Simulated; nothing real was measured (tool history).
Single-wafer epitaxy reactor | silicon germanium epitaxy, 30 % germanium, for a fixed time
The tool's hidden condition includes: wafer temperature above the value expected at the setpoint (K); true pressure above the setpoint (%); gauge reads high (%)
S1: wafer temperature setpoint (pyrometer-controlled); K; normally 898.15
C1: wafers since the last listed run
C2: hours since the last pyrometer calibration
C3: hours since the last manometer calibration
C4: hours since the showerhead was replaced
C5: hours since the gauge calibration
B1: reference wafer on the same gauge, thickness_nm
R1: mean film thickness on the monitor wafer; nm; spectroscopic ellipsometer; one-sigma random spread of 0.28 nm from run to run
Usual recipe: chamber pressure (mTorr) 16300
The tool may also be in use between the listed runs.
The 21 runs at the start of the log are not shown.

run 22 hour=1075.4 | S1=898.15 chamber_pressure_(mTorr)=16300 | C1=677 C2=2334.6 C3=395.1 C4=6749.7 C5=1347.1 | B1=86.945 | R1=93.892
-- hour=1163.0 gauge calibrated
-- hour=1186.1 pyrometer calibrated
run 23 hour=1253.7 | S1=898.15 chamber_pressure_(mTorr)=16300 | C1=2875 C2=67.6 C3=573.4 C4=6928.0 C5=90.7 | B1=87.026 | R1=94.026
run 24 hour=1290.8 | S1=898.15 chamber_pressure_(mTorr)=16300 | C1=626 C2=104.7 C3=610.5 C4=6965.1 C5=127.8 | B1=87.048 | R1=93.677
run 25 hour=1350.0 | S1=898.15 chamber_pressure_(mTorr)=19200 | C1=999 C2=163.9 C3=669.7 C4=7024.3 C5=187.0 | B1=86.986 | R1=99.759
-- hour=1375.3 showerhead replaced
run 26 hour=1421.9 | S1=905.15 chamber_pressure_(mTorr)=16300 | C1=1079 C2=235.8 C3=741.6 C4=46.6 C5=258.9 | B1=87.058 | R1=104.699
run 27 hour=1491.4 | S1=894.15 chamber_pressure_(mTorr)=18800 | C1=1173 C2=305.3 C3=811.1 C4=116.1 C5=328.4 | B1=87.012 | R1=92.836
run 28 hour=1534.9 | S1=912.15 chamber_pressure_(mTorr)=14500 | C1=734 C2=348.8 C3=854.6 C4=159.6 C5=371.9 | B1=87.005 | R1=112.117
run 29 hour=1587.5 | S1=898.15 chamber_pressure_(mTorr)=15100 | C1=888 C2=401.4 C3=907.2 C4=212.2 C5=424.5 | B1=86.993 | R1=92.039
run 30 hour=1654.1 | S1=885.15 chamber_pressure_(mTorr)=16300 | C1=1124 C2=468.0 C3=973.8 C4=278.8 C5=491.1 | B1=86.951 | R1=76.791
run 31 hour=1687.2 | S1=912.15 chamber_pressure_(mTorr)=14500 | C1=558 C2=501.1 C3=1006.9 C4=311.9 C5=524.2 | B1=86.945 | R1=111.912
run 32 hour=1747.8 | S1=898.15 chamber_pressure_(mTorr)=12500 | C1=1023 C2=561.7 C3=1067.5 C4=372.5 C5=584.8 | B1=86.965 | R1=87.211

What if the next run were any one of these 3? Each begins from the tool's condition after run 32:
run A hour=1748.2 | S1=898.15 chamber_pressure_(mTorr)=14700 | C1=6 C2=562.1 C3=1067.9 C4=372.9 C5=585.2 | B1=? | R1=?
run B hour=1748.2 | S1=890.15 chamber_pressure_(mTorr)=20100 | C1=6 C2=562.1 C3=1067.9 C4=372.9 C5=585.2 | B1=? | R1=?
run C hour=1748.2 | S1=888.15 chamber_pressure_(mTorr)=18600 | C1=6 C2=562.1 C3=1067.9 C4=372.9 C5=585.2 | B1=? | R1=?

run=A B1=86.992 R1=91.521
run=B B1=86.992 R1=89.775
run=C B1=86.992 R1=84.798
Without the tool's hidden state the same runs would have given:
run=A R1=90.051
run=B R1=88.333
run=C R1=83.436
